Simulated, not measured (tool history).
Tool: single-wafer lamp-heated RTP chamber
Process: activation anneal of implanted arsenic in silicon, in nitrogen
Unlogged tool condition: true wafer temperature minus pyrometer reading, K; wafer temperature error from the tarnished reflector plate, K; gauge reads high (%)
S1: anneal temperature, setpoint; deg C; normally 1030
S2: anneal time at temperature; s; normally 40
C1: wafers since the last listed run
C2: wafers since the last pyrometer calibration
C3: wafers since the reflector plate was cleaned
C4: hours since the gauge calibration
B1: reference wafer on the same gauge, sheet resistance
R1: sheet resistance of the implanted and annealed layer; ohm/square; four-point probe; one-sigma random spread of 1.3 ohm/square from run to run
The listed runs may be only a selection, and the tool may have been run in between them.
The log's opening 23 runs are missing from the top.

{"day": 65.938, "done": "gauge calibrated"}
{"run": 24, "day": 67.467, "S1": 1008, "S2": 25, "C1": 1586, "C2": 12928, "C3": 4161, "C4": 36.7, "B1": 288.78, "R1": 283.57}
{"day": 68.583, "done": "pyrometer window cleaned and pyrometer calibrated"}
{"run": 25, "day": 70.808, "S1": 1020, "S2": 40, "C1": 1250, "C2": 924, "C3": 5412, "C4": 116.9, "B1": 289.23, "R1": 272.78}
{"run": 26, "day": 74.154, "S1": 1030, "S2": 40, "C1": 1390, "C2": 2315, "C3": 6803, "C4": 197.2, "B1": 288.84, "R1": 267.83}
{"run": 27, "day": 77.288, "S1": 1030, "S2": 32, "C1": 1302, "C2": 3617, "C3": 8105, "C4": 272.4, "B1": 289.14, "R1": 275.17}
{"run": 28, "day": 81.767, "S1": 1021, "S2": 28, "C1": 1862, "C2": 5479, "C3": 9967, "C4": 379.9, "B1": 289.03, "R1": 276.39}
{"run": 29, "day": 84.504, "S1": 1030, "S2": 40, "C1": 1138, "C2": 6617, "C3": 11105, "C4": 445.6, "B1": 288.97, "R1": 269.95}
{"run": 30, "day": 86.938, "S1": 1054, "S2": 18, "C1": 1011, "C2": 7629, "C3": 12117, "C4": 504, "B1": 289.24, "R1": 271.5}
{"run": 31, "day": 90.225, "S1": 1030, "S2": 40, "C1": 1366, "C2": 8996, "C3": 13484, "C4": 582.9, "B1": 288.59, "R1": 269.34}
{"day": 90.992, "done": "reflector plate cleaned"}
{"run": 32, "day": 92.517, "S1": 1030, "S2": 40, "C1": 814, "C2": 9810, "C3": 634, "C4": 637.9, "B1": 288.6, "R1": 265.68}
{"run": 33, "day": 96.354, "S1": 1038, "S2": 52, "C1": 1595, "C2": 11405, "C3": 2230, "C4": 730, "B1": 289.08, "R1": 259.84}
{"day": 97.925, "done": "pyrometer window cleaned and pyrometer calibrated"}
{"run": 34, "day": 99.358, "S1": 1030, "S2": 46, "C1": 1110, "C2": 596, "C3": 3340, "C4": 802.1, "B1": 289.33, "R1": 265.99}
{"run": 35, "day": 101.483, "S1": 1046, "S2": 59, "C1": 883, "C2": 1479, "C3": 4223, "C4": 853.1, "B1": 288.66, "R1": 254.58}
{"run": 36, "day": 105.508, "S1": 1005, "S2": 40, "C1": 1673, "C2": 3153, "C3": 5897, "C4": 949.7, "B1": 288.98, "R1": 278.66}

Consider 4 possible next runs. They are alternatives, not a sequence: every one starts from the tool as it was left by run 36. What does each give?
{"run": "A", "day": 105.525, "S1": 1014, "S2": 40, "C1": 6, "C2": 3160, "C3": 5904, "C4": 950.1, "B1": "?", "R1": "?"}
{"run": "B", "day": 105.525, "S1": 1038, "S2": 25, "C1": 6, "C2": 3160, "C3": 5904, "C4": 950.1, "B1": "?", "R1": "?"}
{"run": "C", "day": 105.525, "S1": 1009, "S2": 16, "C1": 6, "C2": 3160, "C3": 5904, "C4": 950.1, "B1": "?", "R1": "?"}
{"run": "D", "day": 105.525, "S1": 1022, "S2": 53, "C1": 6, "C2": 3160, "C3": 5904, "C4": 950.1, "B1": "?", "R1": "?"}

run=A B1=288.88 R1=274.8
run=B B1=288.88 R1=273.41
run=C B1=288.88 R1=289.82
run=D B1=288.88 R1=267.21
Stripped of hidden state, with their random variation kept, the same runs would have yielded:
run=A R1=274.8
run=B R1=273.41
run=C R1=289.82
run=D R1=267.21

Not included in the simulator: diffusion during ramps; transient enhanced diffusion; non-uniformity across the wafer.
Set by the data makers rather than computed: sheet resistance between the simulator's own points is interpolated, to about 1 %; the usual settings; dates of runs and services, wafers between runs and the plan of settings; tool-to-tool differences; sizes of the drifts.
